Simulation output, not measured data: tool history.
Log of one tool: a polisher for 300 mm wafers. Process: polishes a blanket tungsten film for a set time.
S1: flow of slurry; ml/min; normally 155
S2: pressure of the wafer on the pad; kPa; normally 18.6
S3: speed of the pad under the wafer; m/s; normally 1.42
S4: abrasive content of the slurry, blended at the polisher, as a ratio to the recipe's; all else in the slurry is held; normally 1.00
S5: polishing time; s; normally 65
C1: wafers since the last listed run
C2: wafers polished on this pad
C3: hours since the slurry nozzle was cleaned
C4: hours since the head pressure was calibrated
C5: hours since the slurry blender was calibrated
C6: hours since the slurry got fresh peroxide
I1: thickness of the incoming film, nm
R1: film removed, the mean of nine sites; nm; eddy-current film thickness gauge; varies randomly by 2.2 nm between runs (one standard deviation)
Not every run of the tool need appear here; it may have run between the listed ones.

run 1 hour=0.0 | S1=155 S2=18.6 S3=1.42 S4=0.90 S5=65 | C1=0 C2=465 C3=340.0 C4=583.8 C5=147.2 C6=31.9 | I1=893.2 | R1=286.6
run 2 hour=24.6 | S1=155 S2=18.6 S3=1.42 S4=0.90 S5=65 | C1=296 C2=761 C3=364.6 C4=608.4 C5=171.8 C6=56.5 | I1=919.8 | R1=283.7
-- hour=57.8 worn pad replaced by a new one
run 3 hour=59.5 | S1=155 S2=18.6 S3=1.42 S4=1.00 S5=65 | C1=371 C2=20 C3=399.5 C4=643.3 C5=206.7 C6=91.4 | I1=897.6 | R1=297.0
run 4 hour=72.6 | S1=155 S2=16.5 S3=1.42 S4=1.00 S5=65 | C1=157 C2=178 C3=412.6 C4=656.4 C5=219.8 C6=104.5 | I1=920.7 | R1=265.8
run 5 hour=88.4 | S1=155 S2=18.6 S3=1.42 S4=1.20 S5=65 | C1=190 C2=368 C3=428.4 C4=672.2 C5=235.6 C6=120.3 | I1=902.3 | R1=317.2
run 6 hour=110.4 | S1=155 S2=18.6 S3=1.42 S4=1.20 S5=65 | C1=264 C2=633 C3=450.4 C4=694.2 C5=257.6 C6=142.3 | I1=905.6 | R1=321.7
-- hour=115.0 slurry tank refilled with fresh slurry and peroxide
run 7 hour=124.2 | S1=155 S2=18.6 S3=1.42 S4=1.00 S5=70 | C1=154 C2=787 C3=464.2 C4=708.0 C5=271.4 C6=9.2 | I1=898.4 | R1=314.2
-- hour=161.3 worn pad replaced by a new one
run 8 hour=161.8 | S1=155 S2=18.6 S3=1.42 S4=1.00 S5=70 | C1=404 C2=6 C3=501.8 C4=745.6 C5=309.0 C6=46.8 | I1=882.5 | R1=321.9
run 9 hour=178.2 | S1=155 S2=18.6 S3=1.42 S4=1.00 S5=70 | C1=197 C2=203 C3=518.2 C4=762.0 C5=325.4 C6=63.2 | I1=919.1 | R1=316.3
run 10 hour=191.5 | S1=125 S2=18.6 S3=1.60 S4=1.00 S5=65 | C1=160 C2=364 C3=531.5 C4=775.3 C5=338.7 C6=76.5 | I1=890.5 | R1=322.4
-- hour=195.5 head pressure recalibrated
run 11 hour=224.0 | S1=140 S2=18.6 S3=1.42 S4=1.00 S5=65 | C1=367 C2=731 C3=564.0 C4=28.5 C5=371.2 C6=109.0 | I1=901.5 | R1=305.7
-- hour=248.8 worn pad replaced by a new one
run 12 hour=249.3 | S1=190 S2=18.6 S3=1.64 S4=1.15 S5=42 | C1=256 C2=5 C3=589.3 C4=53.8 C5=396.5 C6=134.3 | I1=900.3 | R1=250.4
-- hour=261.5 slurry tank refilled with fresh slurry and peroxide
run 13 hour=285.2 | S1=155 S2=18.6 S3=1.42 S4=1.00 S5=65 | C1=420 C2=425 C3=625.2 C4=89.7 C5=432.4 C6=23.7 | I1=910.5 | R1=306.6
-- hour=313.8 slurry blender recalibrated
run 14 hour=314.3 | S1=155 S2=18.6 S3=1.42 S4=1.00 S5=65 | C1=326 C2=751 C3=654.3 C4=118.8 C5=0.5 C6=52.8 | I1=908.0 | R1=307.8
-- hour=326.3 slurry nozzle cleaned
run 15 hour=327.1 | S1=100 S2=18.6 S3=1.84 S4=1.10 S5=65 | C1=142 C2=893 C3=0.8 C4=131.6 C5=13.3 C6=65.6 | I1=894.8 | R1=390.7
-- hour=334.2 worn pad replaced by a new one
run 16 hour=352.4 | S1=110 S2=24.1 S3=0.92 S4=1.20 S5=65 | C1=256 C2=218 C3=26.1 C4=156.9 C5=38.6 C6=90.9 | I1=915.0 | R1=258.5
run 17 hour=365.7 | S1=200 S2=14.5 S3=1.64 S4=0.85 S5=65 | C1=160 C2=378 C3=39.4 C4=170.2 C5=51.9 C6=104.2 | I1=889.5 | R1=275.5
-- hour=375.3 slurry tank refilled with fresh slurry and peroxide
run 18 hour=392.7 | S1=155 S2=22.1 S3=1.42 S4=1.00 S5=65 | C1=312 C2=691 C3=66.4 C4=197.2 C5=78.9 C6=17.4 | I1=901.3 | R1=350.9
run 19 hour=421.7 | S1=155 S2=18.6 S3=1.68 S4=0.75 S5=50 | C1=349 C2=1040 C3=95.4 C4=226.2 C5=107.9 C6=46.4 | I1=896.6 | R1=244.9
-- hour=439.9 worn pad replaced by a new one
run 20 hour=445.7 | S1=125 S2=18.6 S3=0.98 S4=1.25 S5=86 | C1=240 C2=69 C3=119.4 C4=250.2 C5=131.9 C6=70.4 | I1=909.8 | R1=290.6
run 21 hour=465.6 | S1=155 S2=18.6 S3=1.42 S4=1.00 S5=65 | C1=239 C2=309 C3=139.3 C4=270.1 C5=151.8 C6=90.3 | I1=901.0 | R1=300.5

Branching from run 21: 4 alternative next runs. What would each branch give?
run A hour=466.1 | S1=155 S2=18.6 S3=1.62 S4=1.00 S5=65 | C1=6 C2=315 C3=139.8 C4=270.6 C5=152.3 C6=90.8 | I1=891.6 | R1=?
run B hour=466.1 | S1=155 S2=18.6 S3=1.42 S4=0.70 S5=65 | C1=6 C2=315 C3=139.8 C4=270.6 C5=152.3 C6=90.8 | I1=891.6 | R1=?
run C hour=466.1 | S1=190 S2=18.6 S3=0.92 S4=1.00 S5=65 | C1=6 C2=315 C3=139.8 C4=270.6 C5=152.3 C6=90.8 | I1=891.6 | R1=?
run D hour=466.1 | S1=175 S2=23.4 S3=1.42 S4=1.00 S5=65 | C1=6 C2=315 C3=139.8 C4=270.6 C5=152.3 C6=90.8 | I1=891.6 | R1=?

run=A R1=344.7
run=B R1=256.7
run=C R1=200.4
run=D R1=373.8
With the hidden condition removed and each run's random variation left untouched, the same runs would have given:
run=A R1=356.8
run=B R1=265.8
run=C R1=207.5
run=D R1=387.0

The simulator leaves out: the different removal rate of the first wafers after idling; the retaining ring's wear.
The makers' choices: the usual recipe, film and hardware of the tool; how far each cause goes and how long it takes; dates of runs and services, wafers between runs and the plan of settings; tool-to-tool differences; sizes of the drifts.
